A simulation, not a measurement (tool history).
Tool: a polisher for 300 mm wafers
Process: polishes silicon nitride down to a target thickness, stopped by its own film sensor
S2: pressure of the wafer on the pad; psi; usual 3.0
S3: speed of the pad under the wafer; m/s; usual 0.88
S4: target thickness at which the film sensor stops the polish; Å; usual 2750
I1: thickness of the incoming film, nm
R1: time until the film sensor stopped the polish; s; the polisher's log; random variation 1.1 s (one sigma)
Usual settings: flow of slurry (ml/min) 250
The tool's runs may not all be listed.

Run 1, hour 0.0: usual settings but S3 0.66 m/s; I1 417.2. Result: R1 130.9 s.
Run 2, hour 58.4: usual settings; I1 415.0. Result: R1 112.6 s.
Run 3, hour 86.2: usual settings; I1 415.4. Result: R1 110.1 s.
Run 4, hour 135.8: usual settings; I1 416.3. Result: R1 113.5 s.
At hour 169.6: worn pad replaced by a new one.
Run 5, hour 175.4: usual settings; I1 415.0. Result: R1 112.3 s.
Run 6, hour 243.3: usual settings; I1 422.0. Result: R1 117.9 s.
Run 7, hour 267.5: usual settings but S4 3020 Å; I1 421.3. Result: R1 94.8 s.
Run 8, hour 303.4: usual settings but S4 3020 Å; I1 422.9. Result: R1 98.7 s.
Run 9, hour 356.7: usual settings but S4 3020 Å; I1 422.1. Result: R1 98.0 s.
Run 10, hour 383.4: usual settings but S2 2.8 psi; I1 422.7. Result: R1 123.8 s.
At hour 433.4: head pressure recalibrated.
Run 11, hour 453.8: usual settings but S2 2.8 psi; I1 422.0. Result: R1 129.0 s.
Run 12, hour 513.5: usual settings but S2 2.8 psi; I1 416.8. Result: R1 123.7 s.
Run 13, hour 548.9: usual settings but S2 2.6 psi; I1 417.1. Result: R1 131.9 s.
At hour 567.7: worn pad replaced by a new one.
Run 14, hour 585.8: usual settings but flow of slurry (ml/min) 315, S2 2.7 psi; I1 418.1. Result: R1 125.4 s.
Run 15, hour 633.4: usual settings but flow of slurry (ml/min) 220, S2 2.6 psi; I1 420.1. Result: R1 136.3 s.
Run 16, hour 667.6: usual settings but flow of slurry (ml/min) 220, S2 2.6 psi; I1 418.8. Result: R1 138.2 s.
At hour 694.4: slurry nozzle cleaned.
Run 17, hour 706.1: usual settings but flow of slurry (ml/min) 300, S3 0.64 m/s, S4 2440 Å; I1 426.7. Result: R1 169.0 s.
Run 18, hour 739.3: usual settings; I1 420.4. Result: R1 117.0 s.
Run 19, hour 774.7: usual settings; I1 419.1. Result: R1 116.9 s.
Run 20, hour 844.7: usual settings but S2 2.2 psi; I1 417.4. Result: R1 150.1 s.
Run 21, hour 898.3: usual settings but S3 0.68 m/s; I1 424.0. Result: R1 134.0 s.
Run 22, hour 942.1: usual settings but flow of slurry (ml/min) 275, S2 2.6 psi, S3 1.04 m/s; I1 421.1. Result: R1 121.2 s.
At hour 963.9: worn pad replaced by a new one.
Run 23, hour 971.1: usual settings but flow of slurry (ml/min) 320, S2 3.4 psi, S3 0.64 m/s, S4 3150 Å; I1 418.7. Result: R1 86.3 s.
Run 24, hour 1006.0: usual settings but S3 0.68 m/s; I1 411.7. Result: R1 126.2 s.
Run 25, hour 1069.8: usual settings but S3 1.04 m/s, S4 3000 Å; I1 411.7. Result: R1 83.8 s.
Run 26, hour 1119.3: usual settings but S2 3.6 psi, S3 0.70 m/s, S4 3260 Å; I1 414.4. Result: R1 68.0 s.
Run 27, hour 1178.3: usual settings but flow of slurry (ml/min) 295, S2 2.3 psi, S4 2260 Å; I1 423.2. Result: R1 197.6 s.
Run 28, hour 1221.0: usual settings but S2 2.2 psi, S4 2510 Å; I1 412.3. Result: R1 173.5 s.
Run 29, hour 1268.0: usual settings but S2 3.8 psi; I1 423.9. Result: R1 100.4 s.
At hour 1273.2: head pressure recalibrated.
Run 30, hour 1326.7: usual settings but flow of slurry (ml/min) 310, S2 2.0 psi, S3 0.64 m/s, S4 2990 Å; I1 421.3. Result: R1 159.9 s.
At hour 1351.3: worn pad replaced by a new one.
Run 31, hour 1392.5: usual settings but flow of slurry (ml/min) 215, S4 2260 Å; I1 422.4. Result: R1 167.0 s.
Run 32, hour 1449.3: usual settings but flow of slurry (ml/min) 200, S2 3.9 psi, S3 0.70 m/s; I1 414.8. Result: R1 109.3 s.
Run 33, hour 1504.1: usual settings but flow of slurry (ml/min) 215, S2 3.3 psi, S3 1.12 m/s; I1 417.9. Result: R1 101.3 s.
Run 34, hour 1554.7: usual settings; I1 416.8. Result: R1 122.1 s.
At hour 1564.8: slurry nozzle cleaned.
Run 35, hour 1593.6: usual settings but S3 0.72 m/s; I1 415.7. Result: R1 125.2 s.
Run 36, hour 1618.2: usual settings; I1 422.6. Result: R1 118.6 s.
Run 37, hour 1653.4: usual settings but flow of slurry (ml/min) 285, S2 2.1 psi, S3 0.80 m/s; I1 423.7. Result: R1 166.6 s.

4 ways to go on from here, each from the tool as it stands after run 37. What would each give?
Run A, hour 1653.9: usual settings but S3 1.14 m/s; I1 426.0. Result: R1 ?.
Run B, hour 1653.9: usual settings but S2 2.3 psi, S4 3220 Å; I1 426.0. Result: R1 ?.
Run C, hour 1653.9: usual settings but flow of slurry (ml/min) 340; I1 426.0. Result: R1 ?.
Run D, hour 1653.9: usual settings but flow of slurry (ml/min) 165, S3 1.12 m/s; I1 426.0. Result: R1 ?.

run     R1
  A  106.6
  B  105.2
  C  118.9
  D  112.6
Without the tool's hidden state the same runs would have given:
run     R1
  A  106.1
  B  104.7
  C  118.5
  D  111.9

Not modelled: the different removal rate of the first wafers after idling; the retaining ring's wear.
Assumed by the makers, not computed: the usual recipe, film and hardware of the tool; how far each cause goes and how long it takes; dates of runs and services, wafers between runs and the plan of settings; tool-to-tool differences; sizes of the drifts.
